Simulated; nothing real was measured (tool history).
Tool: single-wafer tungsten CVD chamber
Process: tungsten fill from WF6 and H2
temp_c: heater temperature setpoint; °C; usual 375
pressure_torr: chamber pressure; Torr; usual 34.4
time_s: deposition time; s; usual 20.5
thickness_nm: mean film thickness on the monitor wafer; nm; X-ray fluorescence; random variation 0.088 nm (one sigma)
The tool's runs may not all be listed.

run     day  temp_c  pressure_torr  time_s  wafers since the last listed run  hours since the last thermocouple change  hours since the last manometer calibration  hours since the showerhead was replaced  hours since the gauge calibration  read-back reference wafer on the same gauge, thickness_nm  thickness_nm
  1       0     375           34.4    20.5                                 0                                    1254.9                                      1470.2                                   3596.5                             1148.8                                                     32.596        39.935
      3.104  -- thermocouple changed; heater temperature recalibrated
  2   4.017     375           34.4    20.5                              1852                                      21.9                                      1566.6                                   3692.9                             1245.2                                                     32.539        39.862
  3   6.567     375           34.4    20.5                              1282                                      83.1                                      1627.8                                   3754.1                             1306.4                                                     32.502        40.022
  4  10.871     366           34.4    20.5                              2164                                     186.4                                      1731.1                                   3857.4                             1409.7                                                     32.444        32.177
  5  12.721     366           34.4    20.5                               930                                     230.8                                      1775.5                                   3901.8                             1454.1                                                     32.412        32.031
  6  17.567     375           34.4    20.5                              2437                                     347.1                                      1891.8                                   4018.1                             1570.4                                                     32.342        39.601
  7  21.088     375           34.4    20.5                              1770                                     431.6                                      1976.3                                   4102.6                             1654.9                                                     32.274        39.498
  8  24.179     370           27.9    20.5                              1554                                     505.8                                      2050.5                                   4176.8                             1729.1                                                      32.21        32.056
  9  26.596     370           27.9    20.5                              1215                                     563.8                                      2108.5                                   4234.8                             1787.1                                                      32.18        31.938
 10  30.183     370           27.9    20.5                              1804                                     649.9                                      2194.6                                   4320.9                             1873.2                                                     32.097        31.856
     33.662  -- gauge calibrated
 11  34.412     375           34.4    20.5                              2127                                     751.4                                      2296.1                                   4422.4                                 18                                                     32.878        40.342
     36.479  -- showerhead replaced
 12  37.642     375           34.4    20.5                              1456                                     828.9                                      2373.6                                     27.9                               95.5                                                     32.888        40.465
 13  39.696     375           34.4    20.5                              1033                                     878.2                                      2422.9                                     77.2                              144.8                                                     32.873        40.415
 14  41.608     375           34.4    20.5                               961                                     924.1                                      2468.8                                    123.1                              190.7                                                     32.872        40.292
 15  45.642     370           37.4    18.4                              2028                                    1020.9                                      2565.6                                    219.9                              287.5                                                      32.86        33.252
 16  49.262     375           34.4      24                              1821                                    1107.8                                      2652.5                                    306.8                              374.4                                                      32.84        47.336

Run 17 comes next. What will it give?
 17  53.088     375           34.4    20.5                              1923                                    1199.6                                      2744.3                                    398.6                              466.2                                                          ?             ?

Run 17 gave read-back reference wafer on the same gauge, thickness_nm 32.824, thickness_nm 40.214 nm.
Without the tool's hidden state the same run would have given thickness_nm 40.18 nm.
